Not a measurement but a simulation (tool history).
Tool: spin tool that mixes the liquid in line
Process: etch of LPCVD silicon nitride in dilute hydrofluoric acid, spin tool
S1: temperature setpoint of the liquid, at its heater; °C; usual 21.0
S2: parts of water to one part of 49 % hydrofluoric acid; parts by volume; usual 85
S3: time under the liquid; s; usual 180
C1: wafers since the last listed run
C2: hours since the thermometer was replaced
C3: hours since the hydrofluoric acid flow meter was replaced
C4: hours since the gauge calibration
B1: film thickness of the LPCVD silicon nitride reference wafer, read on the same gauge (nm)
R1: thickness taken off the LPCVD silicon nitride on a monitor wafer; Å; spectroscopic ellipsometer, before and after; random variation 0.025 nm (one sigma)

| run | hour | S1 | S2 | S3 | C1 | C2 | C3 | C4 | B1 | R1 |
|---|---|---|---|---|---|---|---|---|---|---|
| 1 | 0.0 | 21.0 | 85 | 180 | 0 | 562.6 | 885.3 | 823.3 | 130.016 | 8.65 |
| 2 | 71.6 | 21.0 | 85 | 180 | 473 | 634.2 | 956.9 | 894.9 | 129.999 | 8.43 |
| 3 | 134.1 | 21.0 | 85 | 180 | 413 | 696.7 | 1019.4 | 957.4 | 130.005 | 7.93 |
| 4 | 163.5 | 21.0 | 85 | 180 | 194 | 726.1 | 1048.8 | 986.8 | 129.996 | 8.53 |
| 5 | 221.8 | 21.0 | 85 | 180 | 385 | 784.4 | 1107.1 | 1045.1 | 130.001 | 8.23 |
| 6 | 284.4 | 21.0 | 85 | 180 | 414 | 847.0 | 1169.7 | 1107.7 | 130.008 | 7.92 |
| 7 | 340.3 | 21.0 | 85 | 180 | 369 | 902.9 | 1225.6 | 1163.6 | 129.995 | 8.07 |
| 8 | 555.6 | 21.0 | 85 | 180 | 1424 | 1118.2 | 1440.9 | 1378.9 | 130.003 | 7.43 |
| 9 | 590.9 | 21.0 | 85 | 180 | 233 | 1153.5 | 1476.2 | 1414.2 | 129.999 | 7.54 |
| 10 | 660.3 | 21.0 | 85 | 180 | 459 | 1222.9 | 1545.6 | 1483.6 | 130.006 | 7.59 |
|  | 675.8 | thermometer replaced |
| 11 | 707.4 | 21.0 | 85 | 180 | 305 | 31.6 | 1592.7 | 1530.7 | 130.004 | 8.41 |
| 12 | 750.4 | 21.0 | 85 | 180 | 284 | 74.6 | 1635.7 | 1573.7 | 129.996 | 8.71 |
| 13 | 788.4 | 21.0 | 85 | 180 | 251 | 112.6 | 1673.7 | 1611.7 | 129.990 | 8.33 |
| 14 | 835.3 | 21.0 | 85 | 180 | 310 | 159.5 | 1720.6 | 1658.6 | 129.986 | 8.68 |
|  | 871.8 | gauge calibrated |
| 15 | 904.5 | 18.5 | 85 | 180 | 457 | 228.7 | 1789.8 | 32.7 | 129.995 | 7.20 |
| 16 | 966.8 | 18.0 | 105 | 240 | 412 | 291.0 | 1852.1 | 95.0 | 129.982 | 7.57 |
|  | 1110.8 | hydrofluoric acid flow meter replaced |
| 17 | 1136.1 | 23.5 | 85 | 180 | 1113 | 460.3 | 25.3 | 264.3 | 129.982 | 9.50 |
| 18 | 1188.8 | 19.5 | 50 | 265 | 348 | 513.0 | 78.0 | 317.0 | 129.999 | 18.57 |
| 19 | 1223.0 | 18.0 | 85 | 180 | 226 | 547.2 | 112.2 | 351.2 | 130.005 | 6.58 |
| 20 | 1284.1 | 21.0 | 85 | 180 | 404 | 608.3 | 173.3 | 412.3 | 130.006 | 7.87 |
| 21 | 1353.6 | 21.0 | 65 | 180 | 459 | 677.8 | 242.8 | 481.8 | 130.001 | 10.19 |
| 22 | 1392.0 | 23.0 | 115 | 250 | 254 | 716.2 | 281.2 | 520.2 | 129.985 | 9.52 |
| 23 | 1461.1 | 23.5 | 110 | 250 | 457 | 785.3 | 350.3 | 589.3 | 129.989 | 10.35 |
| 24 | 1517.9 | 17.0 | 75 | 145 | 375 | 842.1 | 407.1 | 646.1 | 130.001 | 5.51 |
| 25 | 1574.2 | 21.0 | 85 | 180 | 372 | 898.4 | 463.4 | 702.4 | 130.010 | 7.62 |
| 26 | 1639.7 | 24.5 | 65 | 180 | 433 | 963.9 | 528.9 | 767.9 | 129.991 | 12.90 |
| 27 | 1696.5 | 21.0 | 85 | 180 | 375 | 1020.7 | 585.7 | 824.7 | 130.009 | 7.55 |
| 28 | 1726.4 | 21.0 | 85 | 180 | 197 | 1050.6 | 615.6 | 854.6 | 130.012 | 7.83 |
| 29 | 1775.6 | 25.5 | 75 | 270 | 325 | 1099.8 | 664.8 | 903.8 | 129.990 | 17.42 |

Forecast each of these 3 alternatives for the next run:
| A | 1776.1 | 21.0 | 85 | 230 | 3 | 1100.3 | 665.3 | 904.3 | ? | ? |
| B | 1776.1 | 21.0 | 85 | 130 | 3 | 1100.3 | 665.3 | 904.3 | ? | ? |
| C | 1776.1 | 21.0 | 105 | 180 | 3 | 1100.3 | 665.3 | 904.3 | ? | ? |

| run | B1 | R1 |
|---|---|---|
| A | 130.008 | 9.79 |
| B | 130.008 | 5.53 |
| C | 130.008 | 6.24 |
Without the tool's hidden state the same runs would have given:
| run | R1 |
|---|---|
| A | 11.84 |
| B | 6.69 |
| C | 7.53 |

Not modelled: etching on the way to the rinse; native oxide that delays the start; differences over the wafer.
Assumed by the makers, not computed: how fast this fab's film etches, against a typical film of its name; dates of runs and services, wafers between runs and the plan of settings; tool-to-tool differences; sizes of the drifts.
